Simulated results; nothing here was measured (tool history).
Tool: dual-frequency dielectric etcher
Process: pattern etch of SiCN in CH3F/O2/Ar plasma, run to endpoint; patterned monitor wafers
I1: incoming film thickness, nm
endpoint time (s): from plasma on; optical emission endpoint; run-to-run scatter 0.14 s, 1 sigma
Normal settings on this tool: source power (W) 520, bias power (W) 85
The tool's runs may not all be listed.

run 1 hour=0.0 | source_power_(W)=520 bias_power_(W)=85 | I1=7.88 | endpoint_time_(s)=17.2
run 2 hour=62.3 | source_power_(W)=520 bias_power_(W)=85 | I1=7.90 | endpoint_time_(s)=17.1
run 3 hour=100.5 | source_power_(W)=520 bias_power_(W)=85 | I1=7.97 | endpoint_time_(s)=17.2
run 4 hour=193.8 | source_power_(W)=520 bias_power_(W)=85 | I1=7.89 | endpoint_time_(s)=16.7
-- hour=229.2 wet clean of the chamber
run 5 hour=360.4 | source_power_(W)=490 bias_power_(W)=94 | I1=7.87 | endpoint_time_(s)=16.9
run 6 hour=421.9 | source_power_(W)=490 bias_power_(W)=94 | I1=7.89 | endpoint_time_(s)=16.9
run 7 hour=496.8 | source_power_(W)=520 bias_power_(W)=85 | I1=7.87 | endpoint_time_(s)=16.8
run 8 hour=557.5 | source_power_(W)=520 bias_power_(W)=85 | I1=7.88 | endpoint_time_(s)=16.6
-- hour=641.9 wet clean of the chamber
run 9 hour=642.4 | source_power_(W)=520 bias_power_(W)=85 | I1=7.92 | endpoint_time_(s)=17.9
run 10 hour=721.9 | source_power_(W)=520 bias_power_(W)=85 | I1=7.93 | endpoint_time_(s)=17.8
run 11 hour=762.2 | source_power_(W)=520 bias_power_(W)=85 | I1=7.90 | endpoint_time_(s)=17.5
run 12 hour=801.7 | source_power_(W)=520 bias_power_(W)=85 | I1=7.95 | endpoint_time_(s)=17.6
-- hour=835.4 bias power generator calibrated
run 13 hour=848.4 | source_power_(W)=520 bias_power_(W)=85 | I1=7.93 | endpoint_time_(s)=17.3
run 14 hour=904.2 | source_power_(W)=520 bias_power_(W)=73 | I1=7.88 | endpoint_time_(s)=18.2
run 15 hour=969.6 | source_power_(W)=520 bias_power_(W)=73 | I1=7.93 | endpoint_time_(s)=18.3
run 16 hour=1012.3 | source_power_(W)=390 bias_power_(W)=93 | I1=7.80 | endpoint_time_(s)=19.5
-- hour=1092.7 wet clean of the chamber
run 17 hour=1093.2 | source_power_(W)=520 bias_power_(W)=85 | I1=7.89 | endpoint_time_(s)=17.6
run 18 hour=1112.8 | source_power_(W)=520 bias_power_(W)=85 | I1=7.90 | endpoint_time_(s)=17.4
run 19 hour=1166.9 | source_power_(W)=520 bias_power_(W)=85 | I1=7.92 | endpoint_time_(s)=17.6
run 20 hour=1245.4 | source_power_(W)=520 bias_power_(W)=85 | I1=7.91 | endpoint_time_(s)=17.0
run 21 hour=1351.1 | source_power_(W)=620 bias_power_(W)=85 | I1=7.86 | endpoint_time_(s)=15.3
-- hour=1410.6 source power generator calibrated
run 22 hour=1421.0 | source_power_(W)=600 bias_power_(W)=67 | I1=7.84 | endpoint_time_(s)=16.8
run 23 hour=1502.5 | source_power_(W)=440 bias_power_(W)=103 | I1=7.92 | endpoint_time_(s)=17.0
-- hour=1549.0 wet clean of the chamber
-- hour=1562.7 upper electrode replaced
run 24 hour=1637.3 | source_power_(W)=650 bias_power_(W)=103 | I1=7.88 | endpoint_time_(s)=14.1
run 25 hour=1709.9 | source_power_(W)=520 bias_power_(W)=94 | I1=7.82 | endpoint_time_(s)=16.3
run 26 hour=1748.2 | source_power_(W)=520 bias_power_(W)=85 | I1=7.78 | endpoint_time_(s)=16.9
run 27 hour=1808.1 | source_power_(W)=570 bias_power_(W)=100 | I1=7.98 | endpoint_time_(s)=15.3
run 28 hour=1858.9 | source_power_(W)=440 bias_power_(W)=96 | I1=7.88 | endpoint_time_(s)=17.9
-- hour=1926.7 wet clean of the chamber
run 29 hour=1940.4 | source_power_(W)=570 bias_power_(W)=85 | I1=7.84 | endpoint_time_(s)=16.7
run 30 hour=2035.4 | source_power_(W)=520 bias_power_(W)=85 | I1=7.90 | endpoint_time_(s)=17.5
run 31 hour=2097.4 | source_power_(W)=520 bias_power_(W)=99 | I1=7.90 | endpoint_time_(s)=16.3

The tool's hidden state at each run:
source power that arrives over what is set, %: 0 on each run
bias power that arrives over what is set, %: 0 on each run
H1: etch rate over this chamber's usual, %
run=1 H1=2.06
run=2 H1=2.82
run=3 H1=3.28
run=4 H1=4.42
run=5 H1=2.08
run=6 H1=2.82
run=7 H1=3.73
run=8 H1=4.47
run=9 H1=-0.927
run=10 H1=0.0381
run=11 H1=0.527
run=12 H1=1.01
run=13 H1=1.57
run=14 H1=2.25
run=15 H1=3.05
run=16 H1=3.56
run=17 H1=0.454
run=18 H1=0.692
run=19 H1=1.35
run=20 H1=2.3
run=21 H1=3.58
run=22 H1=4.43
run=23 H1=5.42
run=24 H1=0.602
run=25 H1=1.48
run=26 H1=1.95
run=27 H1=2.68
run=28 H1=3.29
run=29 H1=-0.673
run=30 H1=0.48
run=31 H1=1.23

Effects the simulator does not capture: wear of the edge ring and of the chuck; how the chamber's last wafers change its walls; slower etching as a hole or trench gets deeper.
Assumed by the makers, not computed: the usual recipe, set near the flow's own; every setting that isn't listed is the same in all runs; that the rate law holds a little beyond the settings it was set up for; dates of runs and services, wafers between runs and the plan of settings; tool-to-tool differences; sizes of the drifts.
